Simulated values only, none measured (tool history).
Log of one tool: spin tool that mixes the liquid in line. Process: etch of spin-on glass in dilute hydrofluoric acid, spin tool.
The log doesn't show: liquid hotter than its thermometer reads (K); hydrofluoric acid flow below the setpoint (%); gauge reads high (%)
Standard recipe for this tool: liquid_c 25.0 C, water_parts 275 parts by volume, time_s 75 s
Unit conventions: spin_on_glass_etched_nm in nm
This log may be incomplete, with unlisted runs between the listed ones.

run,day,liquid_c,water_parts,time_s,wafers since the last listed run,hours since the thermometer was replaced,hours since the hydrofluoric acid flow meter was replaced,hours since the gauge calibration,"read-back film thickness of the spin-on glass reference wafer, read on the same gauge (nm)",spin_on_glass_etched_nm
1,0.000,25.0,275,75,0,1864.5,546.2,427.9,99.98,13.22
2,4.071,25.0,275,75,1592,1962.2,643.9,525.6,100.04,13.08
3,5.046,25.0,275,75,381,1985.6,667.3,549.0,100.00,12.88
4,5.638,25.0,275,95,231,1999.8,681.5,563.2,100.01,16.52
5,6.646,25.0,275,95,394,2024.0,705.7,587.4,100.00,16.42
6,7.504,25.0,275,95,335,2044.6,726.3,608.0,100.01,16.68
7,8.671,25.0,275,75,456,2072.6,754.3,636.0,100.01,12.92
8,9.596,25.0,275,75,361,2094.8,776.5,658.2,100.02,12.84
9,10.479,22.5,190,75,345,2116.0,797.7,679.4,100.00,18.79
10,11.388,22.5,190,75,355,2137.8,819.5,701.2,99.97,18.61
11,12.675,22.5,190,75,503,2168.7,850.4,732.1,99.98,19.04
12,13.562,20.0,275,75,347,2190.0,871.7,753.4,99.99,10.94
13,14.712,22.5,320,60,449,2217.6,899.3,781.0,100.01,7.89
14,15.512,21.5,355,115,312,2236.8,918.5,800.2,100.01,12.56
15,16.938,25.0,190,40,557,2271.0,952.7,834.4,100.01,11.15
16,17.483,25.0,275,75,213,2284.1,965.8,847.5,100.00,12.91
17,18.767,20.0,350,105,501,2314.9,996.6,878.3,100.02,11.22
# day 20.750: gauge calibrated
18,23.038,22.5,190,75,1670,2417.4,1099.1,54.9,100.02,18.76
# day 25.000: hydrofluoric acid flow meter replaced
19,25.333,27.5,400,40,881,2472.5,8.0,110.0,99.99,4.57
20,26.138,28.5,230,75,314,2491.8,27.3,129.3,100.00,18.33
21,27.200,28.5,275,75,415,2517.3,52.8,154.8,99.97,14.59
# day 28.208: thermometer replaced
22,28.504,25.0,275,75,493,7.1,84.1,186.1,100.00,13.15
23,30.158,25.0,275,75,646,46.8,123.8,225.8,99.99,12.98
24,30.875,28.0,275,115,280,64.0,141.0,243.0,100.01,22.13
25,32.483,25.0,275,75,629,102.6,179.6,281.6,99.99,13.06
26,33.696,25.0,415,105,474,131.7,208.7,310.7,100.01,10.69
27,34.496,25.0,275,75,312,150.9,227.9,329.9,100.00,12.74
28,35.462,25.0,275,75,378,174.1,251.1,353.1,99.99,13.04
29,36.379,25.0,275,75,358,196.1,273.1,375.1,99.96,13.07
30,37.850,25.0,210,75,575,231.4,308.4,410.4,100.02,18.24
31,38.629,22.0,275,45,304,250.1,327.1,429.1,100.01,7.03
32,39.300,28.0,200,100,262,266.2,343.2,445.2,100.01,28.96
33,40.071,25.0,275,75,301,284.7,361.7,463.7,99.99,13.02

Here are 5 independent what-if runs from the current tool condition. What would each one return?
A,40.088,25.0,275,115,6,285.1,362.1,464.1,?,?
B,40.088,20.5,220,75,6,285.1,362.1,464.1,?,?
C,40.088,27.0,275,75,6,285.1,362.1,464.1,?,?
D,40.088,21.0,190,110,6,285.1,362.1,464.1,?,?
E,40.088,25.0,135,75,6,285.1,362.1,464.1,?,?

run,"read-back film thickness of the spin-on glass reference wafer, read on the same gauge (nm)",spin_on_glass_etched_nm
A,100.01,20.19
B,100.01,14.76
C,100.01,14.10
D,100.01,26.32
E,100.01,31.27
Take away the tool's hidden state, keep each run's random variation, and the runs would have read:
run,spin_on_glass_etched_nm
A,20.19
B,14.76
C,14.10
D,26.32
E,31.27

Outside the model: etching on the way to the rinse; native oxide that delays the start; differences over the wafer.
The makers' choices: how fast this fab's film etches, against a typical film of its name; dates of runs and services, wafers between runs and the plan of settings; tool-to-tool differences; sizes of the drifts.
